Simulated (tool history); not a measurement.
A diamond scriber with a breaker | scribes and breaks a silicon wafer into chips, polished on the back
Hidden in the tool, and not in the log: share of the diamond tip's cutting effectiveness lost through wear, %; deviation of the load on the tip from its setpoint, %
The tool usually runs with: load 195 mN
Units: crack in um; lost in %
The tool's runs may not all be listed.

run,hour,load,wafers since the last listed run,hours since the diamond tip was replaced,hours since the load on the tip was calibrated,"incoming depth of the damage left on the back of the incoming wafer, um",crack,lost
1,0,150,0,78.1,590.4,0.05,6.7,3.18
2,50.3,237,111,128.4,640.7,0.05,8.82,5.23
3,115.2,237,143,193.3,705.6,0.03,9.13,6.2
4,207.2,215,203,285.3,797.6,0.02,8.81,4.27
5,276.3,195,152,354.4,866.7,0.04,8.22,2.87
6,330.6,195,120,408.7,921,0.02,8.33,2.82
# hour 379.2: load on the tip recalibrated
7,423.5,230,200,501.6,44.3,0.01,8.5,2.99
8,479.7,230,124,557.8,100.5,0.02,8.27,2.97
# hour 486.3: diamond tip replaced by a new one
9,567.7,195,190,81.4,188.5,0.01,7.61,1.83
10,643.1,195,166,156.8,263.9,0.04,7.69,1.75
11,701.5,195,129,215.2,322.3,0.03,7.8,1.73
12,756.7,195,122,270.4,377.5,0.05,7.6,1.82
13,803.7,195,103,317.4,424.5,0.03,7.89,2.11
14,880.2,195,169,393.9,501,0.05,8.09,1.92
15,945.9,195,145,459.6,566.7,0.04,7.76,2.03
16,1014,195,150,527.7,634.8,0.03,7.8,2.17
# hour 1016.1: diamond tip replaced by a new one
17,1068.3,158,115,52.2,689.1,0.01,7.04,2.35
# hour 1288.5: load on the tip recalibrated
18,1371.8,195,666,355.7,83.3,0.01,7.71,1.72
19,1412.5,217,89,396.4,124,0.05,8.28,2.63
20,1509.6,195,214,493.5,221.1,0.03,7.71,1.78
21,1577.4,179,149,561.3,288.9,0.04,7.26,1.75
# hour 1619.3: diamond tip replaced by a new one
22,1624.2,195,99,4.9,335.7,0.03,7.66,1.77
23,1701.3,157,170,82,412.8,0.03,6.93,2.58
24,1942.4,218,532,323.1,653.9,0.04,8.67,3.9
25,2000.1,195,127,380.8,711.6,0.04,8.28,2.51
26,2061.9,195,136,442.6,773.4,0.05,8.17,2.5
# hour 2126.9: load on the tip recalibrated
27,2147.9,240,185,528.6,21,0.02,8.39,3.4
# hour 2169.5: diamond tip replaced by a new one
28,2200.9,247,112,31.4,74,0.01,8.57,4.02
29,2271.3,176,155,101.8,144.4,0.02,7.13,2.16
30,2376.9,142,233,207.4,250,0.01,6.24,5.44
31,2457.1,147,177,287.6,330.2,0.03,6.45,4.52
32,2656.8,195,441,487.3,529.9,0.02,7.91,2.05
# hour 2711.8: diamond tip replaced by a new one
33,2718.8,154,132,7,591.9,0.04,6.91,2.73
34,2780.3,139,135,68.5,653.4,0.04,6.37,4.32
35,2857.5,195,170,145.7,730.6,0.02,8,2.35

Each row is a separate what-if for the run after 35, all from the same tool condition, not one after another. Results?
A,2858.1,195,1,146.3,731.2,0.03,?,?
B,2858.1,250,1,146.3,731.2,0.03,?,?
C,2858.1,155,1,146.3,731.2,0.03,?,?
D,2858.1,214,1,146.3,731.2,0.03,?,?

run,crack,lost
A,8.24,2.14
B,9.62,7.05
C,7.16,2.34
D,8.73,3.37
With no hidden state in the tool, these same runs would have given:
run,crack,lost
A,7.73,1.67
B,9.02,4.4
C,6.72,3.92
D,8.19,2.05
